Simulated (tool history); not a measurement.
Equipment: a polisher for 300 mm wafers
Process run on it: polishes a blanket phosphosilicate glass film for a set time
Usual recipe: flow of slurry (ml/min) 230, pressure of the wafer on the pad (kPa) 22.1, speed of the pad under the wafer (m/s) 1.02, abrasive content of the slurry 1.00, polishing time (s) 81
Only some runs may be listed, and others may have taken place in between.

run	hour	flow of slurry (ml/min)	pressure of the wafer on the pad (kPa)	speed of the pad under the wafer (m/s)	abrasive content of the slurry	polishing time (s)	wafers since the last listed run	wafers polished on this pad	hours since the slurry nozzle was cleaned	hours since the head pressure was calibrated	hours since the slurry blender was calibrated	hours since the conditioning disc was replaced	incoming thickness of the incoming film, nm	film removed (Å)
1	0.0	230	22.1	1.02	0.85	81	0	437	411.4	828.3	161.0	210.2	2783.7	5204
2	10.2	230	22.1	1.02	0.85	81	95	532	421.6	838.5	171.2	220.4	2744.5	5211
# hour 15.0: slurry blender recalibrated
3	26.6	230	22.1	1.02	1.00	81	134	667	438.0	854.9	11.6	236.8	2737.7	5444
4	41.6	230	22.1	1.02	1.00	81	140	807	453.0	869.9	26.6	251.8	2689.7	5555
5	52.2	230	22.1	1.28	1.00	81	99	906	463.6	880.5	37.2	262.4	2686.7	6687
6	62.4	230	22.1	1.28	1.00	81	95	1001	473.8	890.7	47.4	272.6	2736.5	6536
# hour 73.5: worn pad replaced by a new one
7	74.9	230	22.1	1.28	1.00	81	79	13	486.3	903.2	59.9	285.1	2688.6	6571
8	86.4	230	22.1	1.02	1.00	81	107	120	497.8	914.7	71.4	296.6	2720.0	5554
9	101.3	230	22.1	1.02	1.00	81	139	260	512.7	929.6	86.3	311.5	2754.3	5400
# hour 105.9: slurry nozzle cleaned
10	108.2	230	22.1	1.02	1.00	81	55	315	2.3	936.5	93.2	318.4	2738.3	5429
11	125.8	205	22.1	1.22	1.00	81	164	479	19.9	954.1	110.8	336.0	2767.9	6320
12	140.8	230	22.1	1.02	1.00	81	140	620	34.9	969.1	125.8	351.0	2724.1	5422
13	149.5	230	28.3	1.02	0.85	60	81	701	43.6	977.8	134.5	359.7	2757.1	4682
14	166.6	230	22.1	1.02	1.00	81	159	861	60.7	994.9	151.6	376.8	2796.0	5446
15	183.9	170	22.1	1.02	1.00	100	161	1023	78.0	1012.2	168.9	394.1	2703.7	6560
# hour 196.6: worn pad replaced by a new one
16	197.1	230	28.3	1.02	1.00	81	86	4	91.2	1025.4	182.1	407.3	2754.7	6707
17	208.6	155	22.1	1.02	1.00	81	107	112	102.7	1036.9	193.6	418.8	2778.7	5091
18	217.7	230	24.1	1.02	1.00	58	85	197	111.8	1046.0	202.7	427.9	2731.8	4155
# hour 222.2: head pressure recalibrated
19	225.8	230	25.5	1.34	1.00	81	57	254	119.9	3.6	210.8	436.0	2711.8	8619
# hour 229.0: conditioning disc replaced and pad reconditioned
# hour 231.7: slurry blender recalibrated
20	235.9	230	28.3	1.32	1.00	81	57	311	130.0	13.7	4.2	6.9	2753.3	9228
21	250.3	230	22.1	1.02	1.00	81	134	445	144.4	28.1	18.6	21.3	2734.5	6169
22	261.4	195	16.5	1.30	1.00	101	103	549	155.5	39.2	29.7	32.4	2734.1	7131
23	268.5	230	15.9	1.02	1.25	81	66	616	162.6	46.3	36.8	39.5	2755.9	4970
24	274.6	230	22.1	1.02	0.70	70	57	673	168.7	52.4	42.9	45.6	2728.6	4679
# hour 291.7: worn pad replaced by a new one
25	292.2	230	22.1	1.02	1.00	81	127	4	186.3	70.0	60.5	63.2	2750.4	5998
26	302.3	165	22.1	1.02	1.10	81	94	98	196.4	80.1	70.6	73.3	2702.1	5984
27	317.9	230	22.1	1.02	1.00	81	145	244	212.0	95.7	86.2	88.9	2688.5	5958

Alternative continuations, all from the tool just after run 27; predict every row:
A	318.3	230	22.1	1.02	1.00	81	3	248	212.4	96.1	86.6	89.3	2746.6	?
B	318.3	305	27.6	1.02	1.00	81	3	248	212.4	96.1	86.6	89.3	2746.6	?
C	318.3	265	22.1	1.02	1.20	90	3	248	212.4	96.1	86.6	89.3	2746.6	?

run	film removed (Å)
A	6022
B	7509
C	7198
Without the tool's hidden state the same runs would have given:
run	film removed (Å)
A	6198
B	7728
C	7408

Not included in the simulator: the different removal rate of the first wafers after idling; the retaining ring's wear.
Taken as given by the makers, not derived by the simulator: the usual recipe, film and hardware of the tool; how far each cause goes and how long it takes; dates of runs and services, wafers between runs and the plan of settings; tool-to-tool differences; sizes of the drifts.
